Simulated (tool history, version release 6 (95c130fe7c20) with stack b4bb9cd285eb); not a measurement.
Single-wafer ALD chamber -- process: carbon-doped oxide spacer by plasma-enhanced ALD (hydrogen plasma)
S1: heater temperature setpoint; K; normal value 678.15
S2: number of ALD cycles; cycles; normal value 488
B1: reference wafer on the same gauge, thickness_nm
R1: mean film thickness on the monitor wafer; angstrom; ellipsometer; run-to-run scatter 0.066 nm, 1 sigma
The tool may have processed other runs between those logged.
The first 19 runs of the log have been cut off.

{"run": 20, "day": 45.071, "S1": 678.15, "S2": 557, "B1": 22.691, "R1": 298.47}
{"run": 21, "day": 46.25, "S1": 678.15, "S2": 557, "B1": 22.693, "R1": 298.9}
{"run": 22, "day": 48.712, "S1": 682.15, "S2": 391, "B1": 22.704, "R1": 206.5}
{"run": 23, "day": 50.408, "S1": 672.15, "S2": 395, "B1": 22.708, "R1": 215.63}
{"run": 24, "day": 52.458, "S1": 682.15, "S2": 433, "B1": 22.694, "R1": 229.17}
{"run": 25, "day": 53.933, "S1": 669.15, "S2": 517, "B1": 22.679, "R1": 282.7}
{"run": 26, "day": 55.733, "S1": 666.15, "S2": 542, "B1": 22.692, "R1": 297.26}
{"run": 27, "day": 57.871, "S1": 693.15, "S2": 418, "B1": 22.715, "R1": 211.71}
{"run": 28, "day": 60.025, "S1": 689.15, "S2": 437, "B1": 22.698, "R1": 224.86}
{"run": 29, "day": 62.433, "S1": 686.15, "S2": 543, "B1": 22.714, "R1": 282.97}
{"run": 30, "day": 64.221, "S1": 683.15, "S2": 419, "B1": 22.711, "R1": 218.3}
{"run": 31, "day": 67.183, "S1": 678.15, "S2": 488, "B1": 22.683, "R1": 258.5}
{"run": 32, "day": 69.296, "S1": 666.15, "S2": 574, "B1": 22.692, "R1": 315.2}
{"day": 69.342, "done": "gauge calibrated"}
{"run": 33, "day": 71.642, "S1": 678.15, "S2": 488, "B1": 22.695, "R1": 259.28}
{"run": 34, "day": 72.738, "S1": 667.15, "S2": 579, "B1": 22.701, "R1": 315.74}
{"run": 35, "day": 74.604, "S1": 678.15, "S2": 488, "B1": 22.696, "R1": 259.93}
{"run": 36, "day": 75.696, "S1": 678.15, "S2": 488, "B1": 22.7, "R1": 259.28}
{"run": 37, "day": 78.5, "S1": 692.15, "S2": 454, "B1": 22.703, "R1": 229.51}
{"run": 38, "day": 79.792, "S1": 687.15, "S2": 412, "B1": 22.699, "R1": 213.44}
{"run": 39, "day": 80.896, "S1": 692.15, "S2": 568, "B1": 22.72, "R1": 286.99}
{"run": 40, "day": 82.067, "S1": 674.15, "S2": 451, "B1": 22.722, "R1": 242.09}
{"run": 41, "day": 84.404, "S1": 678.15, "S2": 488, "B1": 22.697, "R1": 258.74}
{"run": 42, "day": 87.229, "S1": 678.15, "S2": 488, "B1": 22.734, "R1": 259.89}

Branching from run 42: 3 alternative next runs. What would each branch give?
{"run": "A", "day": 87.275, "S1": 678.15, "S2": 407, "B1": "?", "R1": "?"}
{"run": "B", "day": 87.275, "S1": 683.15, "S2": 427, "B1": "?", "R1": "?"}
{"run": "C", "day": 87.275, "S1": 691.15, "S2": 459, "B1": "?", "R1": "?"}

run=A B1=22.728 R1=215.95
run=B B1=22.728 R1=222.84
run=C B1=22.728 R1=233.14
Take away the tool's hidden state, keep each run's random variation, and the runs would have read:
run=A R1=219.23
run=B R1=226.28
run=C R1=236.83
